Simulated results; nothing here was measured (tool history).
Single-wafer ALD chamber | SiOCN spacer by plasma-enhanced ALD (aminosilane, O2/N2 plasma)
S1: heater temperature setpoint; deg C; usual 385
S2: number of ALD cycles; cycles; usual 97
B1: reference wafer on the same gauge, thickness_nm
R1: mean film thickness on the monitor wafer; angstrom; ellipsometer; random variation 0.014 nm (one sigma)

run,day,S1,S2,B1,R1
1,0.000,380,97,6.061,54.48
2,1.500,380,97,6.072,54.97
3,3.146,396,97,6.074,54.92
4,4.404,396,97,6.081,54.91
5,5.954,385,97,6.093,55.22
6,8.867,385,97,6.096,55.21
7,10.717,390,97,6.104,55.34
8,12.362,390,97,6.106,55.15
9,15.325,390,97,6.118,55.50
# day 16.404: thermocouple changed; heater temperature recalibrated
10,17.583,376,97,6.125,55.55
11,20.404,381,97,6.132,55.18
12,22.379,372,81,6.143,46.44
13,24.783,374,89,6.146,51.07
14,27.771,385,97,6.156,55.65
# day 28.650: gauge calibrated
15,30.662,372,91,6.033,51.09
16,37.454,373,116,6.061,65.30
17,39.029,385,97,6.066,54.89
18,40.988,379,106,6.077,60.10
19,42.088,385,97,6.086,54.80

5 ways to go on from here, each from the tool as it stands after run 19. What would each give?
A,42.112,385,97,?,?
B,42.112,389,102,?,?
C,42.112,391,114,?,?
D,42.112,397,91,?,?
E,42.112,392,97,?,?

run,B1,R1
A,6.081,54.97
B,6.081,57.80
C,6.081,64.60
D,6.081,51.57
E,6.081,54.97
Without the tool's hidden state the same runs would have given:
run,R1
A,54.46
B,57.26
C,64.00
D,51.09
E,54.46
